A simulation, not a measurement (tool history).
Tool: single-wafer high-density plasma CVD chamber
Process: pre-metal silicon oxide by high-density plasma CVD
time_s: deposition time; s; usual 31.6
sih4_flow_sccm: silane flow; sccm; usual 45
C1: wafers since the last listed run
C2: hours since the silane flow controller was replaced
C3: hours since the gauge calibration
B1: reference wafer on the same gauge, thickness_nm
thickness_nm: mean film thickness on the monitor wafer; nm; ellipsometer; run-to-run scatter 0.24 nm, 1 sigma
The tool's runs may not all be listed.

{"run": 1, "hour": 0.0, "time_s": 33.2, "sih4_flow_sccm": 45, "C1": 0, "C2": 4092.1, "C3": 292.7, "B1": 148.005, "thickness_nm": 144.452}
{"run": 2, "hour": 16.9, "time_s": 33.2, "sih4_flow_sccm": 45, "C1": 208, "C2": 4109.0, "C3": 309.6, "B1": 148.028, "thickness_nm": 144.58}
{"run": 3, "hour": 27.8, "time_s": 33.2, "sih4_flow_sccm": 45, "C1": 134, "C2": 4119.9, "C3": 320.5, "B1": 148.061, "thickness_nm": 144.489}
{"run": 4, "hour": 39.9, "time_s": 31.6, "sih4_flow_sccm": 45, "C1": 149, "C2": 4132.0, "C3": 332.6, "B1": 148.026, "thickness_nm": 137.353}
{"run": 5, "hour": 56.4, "time_s": 31.6, "sih4_flow_sccm": 50, "C1": 203, "C2": 4148.5, "C3": 349.1, "B1": 148.013, "thickness_nm": 151.157}
{"run": 6, "hour": 96.2, "time_s": 29.7, "sih4_flow_sccm": 50, "C1": 491, "C2": 4188.3, "C3": 388.9, "B1": 148.024, "thickness_nm": 141.99}
{"run": 7, "hour": 104.4, "time_s": 29.7, "sih4_flow_sccm": 50, "C1": 101, "C2": 4196.5, "C3": 397.1, "B1": 148.002, "thickness_nm": 141.902}
{"run": 8, "hour": 114.1, "time_s": 31.6, "sih4_flow_sccm": 45, "C1": 119, "C2": 4206.2, "C3": 406.8, "B1": 148.004, "thickness_nm": 136.679}
{"run": 9, "hour": 128.0, "time_s": 31.6, "sih4_flow_sccm": 49, "C1": 171, "C2": 4220.1, "C3": 420.7, "B1": 148.006, "thickness_nm": 148.063}
{"run": 10, "hour": 134.8, "time_s": 31.6, "sih4_flow_sccm": 45, "C1": 84, "C2": 4226.9, "C3": 427.5, "B1": 148.066, "thickness_nm": 136.757}
{"run": 11, "hour": 148.5, "time_s": 31.6, "sih4_flow_sccm": 45, "C1": 169, "C2": 4240.6, "C3": 441.2, "B1": 147.971, "thickness_nm": 136.247}
{"run": 12, "hour": 154.9, "time_s": 31.6, "sih4_flow_sccm": 45, "C1": 79, "C2": 4247.0, "C3": 447.6, "B1": 147.978, "thickness_nm": 137.089}
{"run": 13, "hour": 170.8, "time_s": 31.6, "sih4_flow_sccm": 45, "C1": 196, "C2": 4262.9, "C3": 463.5, "B1": 147.983, "thickness_nm": 136.546}
{"run": 14, "hour": 185.9, "time_s": 31.6, "sih4_flow_sccm": 45, "C1": 186, "C2": 4278.0, "C3": 478.6, "B1": 148.005, "thickness_nm": 136.937}
{"run": 15, "hour": 193.3, "time_s": 31.6, "sih4_flow_sccm": 45, "C1": 91, "C2": 4285.4, "C3": 486.0, "B1": 147.944, "thickness_nm": 136.369}
{"hour": 206.0, "done": "silane flow controller replaced"}
{"run": 16, "hour": 207.6, "time_s": 31.6, "sih4_flow_sccm": 45, "C1": 77, "C2": 1.6, "C3": 500.3, "B1": 147.983, "thickness_nm": 147.128}
{"run": 17, "hour": 220.6, "time_s": 31.6, "sih4_flow_sccm": 45, "C1": 160, "C2": 14.6, "C3": 513.3, "B1": 147.967, "thickness_nm": 146.681}
{"run": 18, "hour": 227.2, "time_s": 26.6, "sih4_flow_sccm": 49, "C1": 81, "C2": 21.2, "C3": 519.9, "B1": 147.99, "thickness_nm": 133.366}
{"run": 19, "hour": 244.8, "time_s": 26.6, "sih4_flow_sccm": 49, "C1": 217, "C2": 38.8, "C3": 537.5, "B1": 147.964, "thickness_nm": 133.377}
{"run": 20, "hour": 257.7, "time_s": 26.6, "sih4_flow_sccm": 49, "C1": 159, "C2": 51.7, "C3": 550.4, "B1": 147.983, "thickness_nm": 133.267}
{"run": 21, "hour": 265.4, "time_s": 31.6, "sih4_flow_sccm": 45, "C1": 95, "C2": 59.4, "C3": 558.1, "B1": 148.053, "thickness_nm": 146.605}
{"hour": 272.4, "done": "gauge calibrated"}
{"run": 22, "hour": 281.3, "time_s": 31.6, "sih4_flow_sccm": 45, "C1": 196, "C2": 75.3, "C3": 8.9, "B1": 148.036, "thickness_nm": 146.952}
{"run": 23, "hour": 298.0, "time_s": 36.5, "sih4_flow_sccm": 40, "C1": 206, "C2": 92.0, "C3": 25.6, "B1": 148.037, "thickness_nm": 152.06}
{"run": 24, "hour": 311.7, "time_s": 31.6, "sih4_flow_sccm": 36, "C1": 169, "C2": 105.7, "C3": 39.3, "B1": 147.936, "thickness_nm": 119.538}
{"run": 25, "hour": 323.5, "time_s": 31.6, "sih4_flow_sccm": 45, "C1": 145, "C2": 117.5, "C3": 51.1, "B1": 148.047, "thickness_nm": 146.483}
{"run": 26, "hour": 334.0, "time_s": 36.6, "sih4_flow_sccm": 42, "C1": 129, "C2": 128.0, "C3": 61.6, "B1": 147.981, "thickness_nm": 159.336}
{"run": 27, "hour": 346.6, "time_s": 27.3, "sih4_flow_sccm": 45, "C1": 155, "C2": 140.6, "C3": 74.2, "B1": 147.993, "thickness_nm": 126.47}
{"run": 28, "hour": 357.9, "time_s": 30.0, "sih4_flow_sccm": 49, "C1": 139, "C2": 151.9, "C3": 85.5, "B1": 147.998, "thickness_nm": 150.581}
{"run": 29, "hour": 364.0, "time_s": 28.1, "sih4_flow_sccm": 45, "C1": 75, "C2": 158.0, "C3": 91.6, "B1": 148.069, "thickness_nm": 130.79}
{"run": 30, "hour": 380.6, "time_s": 27.3, "sih4_flow_sccm": 40, "C1": 205, "C2": 174.6, "C3": 108.2, "B1": 147.956, "thickness_nm": 113.901}
{"run": 31, "hour": 394.8, "time_s": 26.4, "sih4_flow_sccm": 36, "C1": 175, "C2": 188.8, "C3": 122.4, "B1": 147.974, "thickness_nm": 99.594}
{"run": 32, "hour": 411.1, "time_s": 37.2, "sih4_flow_sccm": 53, "C1": 201, "C2": 205.1, "C3": 138.7, "B1": 148.011, "thickness_nm": 201.173}
{"run": 33, "hour": 425.4, "time_s": 31.6, "sih4_flow_sccm": 45, "C1": 176, "C2": 219.4, "C3": 153.0, "B1": 147.992, "thickness_nm": 146.402}
{"run": 34, "hour": 443.1, "time_s": 26.3, "sih4_flow_sccm": 42, "C1": 218, "C2": 237.1, "C3": 170.7, "B1": 147.98, "thickness_nm": 114.371}
{"run": 35, "hour": 455.4, "time_s": 25.5, "sih4_flow_sccm": 47, "C1": 151, "C2": 249.4, "C3": 183.0, "B1": 147.964, "thickness_nm": 123.238}
{"run": 36, "hour": 470.5, "time_s": 31.6, "sih4_flow_sccm": 45, "C1": 186, "C2": 264.5, "C3": 198.1, "B1": 147.98, "thickness_nm": 146.223}
{"run": 37, "hour": 477.6, "time_s": 31.6, "sih4_flow_sccm": 45, "C1": 87, "C2": 271.6, "C3": 205.2, "B1": 148.008, "thickness_nm": 146.508}
{"run": 38, "hour": 507.0, "time_s": 31.6, "sih4_flow_sccm": 45, "C1": 363, "C2": 301.0, "C3": 234.6, "B1": 148.051, "thickness_nm": 146.746}
{"run": 39, "hour": 523.3, "time_s": 35.5, "sih4_flow_sccm": 45, "C1": 201, "C2": 317.3, "C3": 250.9, "B1": 148.013, "thickness_nm": 164.141}
{"run": 40, "hour": 534.8, "time_s": 28.0, "sih4_flow_sccm": 51, "C1": 142, "C2": 328.8, "C3": 262.4, "B1": 148.018, "thickness_nm": 145.952}
{"run": 41, "hour": 544.2, "time_s": 36.3, "sih4_flow_sccm": 45, "C1": 116, "C2": 338.2, "C3": 271.8, "B1": 147.982, "thickness_nm": 168.792}
{"run": 42, "hour": 552.4, "time_s": 26.1, "sih4_flow_sccm": 41, "C1": 101, "C2": 346.4, "C3": 280.0, "B1": 147.96, "thickness_nm": 111.192}
{"run": 43, "hour": 563.3, "time_s": 37.1, "sih4_flow_sccm": 51, "C1": 134, "C2": 357.3, "C3": 290.9, "B1": 147.986, "thickness_nm": 193.257}
{"run": 44, "hour": 571.2, "time_s": 27.2, "sih4_flow_sccm": 37, "C1": 97, "C2": 365.2, "C3": 298.8, "B1": 148.017, "thickness_nm": 105.159}
{"run": 45, "hour": 580.8, "time_s": 29.5, "sih4_flow_sccm": 41, "C1": 118, "C2": 374.8, "C3": 308.4, "B1": 147.978, "thickness_nm": 125.312}
{"run": 46, "hour": 590.3, "time_s": 35.3, "sih4_flow_sccm": 50, "C1": 117, "C2": 384.3, "C3": 317.9, "B1": 147.99, "thickness_nm": 180.008}

For some of the steps in thickness_nm from one run to the next: how much would appear even if the tool had no hidden state, given the settings, what came in and random variation, and how much remains for the hidden state plus any gauge scatter that the measured result and the result without hidden state don't share?
What the log doesn't record here: delivered silane flow above the setpoint (%); gauge reads high (%).
Run 4 -> 5: sih4_flow_sccm 45 -> 50. thickness_nm +13.804 nm: hidden state -1.024, all else +14.828.
Run 8 -> 9: sih4_flow_sccm 45 -> 49. thickness_nm +11.384 nm: hidden state -0.874, all else +12.258.
Run 15 -> 16: silane flow controller replaced. thickness_nm +10.759 nm: hidden state +9.946, all else +0.813.
Run 31 -> 32: time_s 26.4 -> 37.2, sih4_flow_sccm 36 -> 53. thickness_nm +101.579 nm: hidden state -0.074, all else +101.653.
Run 42 -> 43: time_s 26.1 -> 37.1, sih4_flow_sccm 41 -> 51. thickness_nm +82.065 nm: hidden state -0.084, all else +82.149.
Run 43 -> 44: time_s 37.1 -> 27.2, sih4_flow_sccm 51 -> 37. thickness_nm -88.098 nm: hidden state +0.086, all else -88.184.
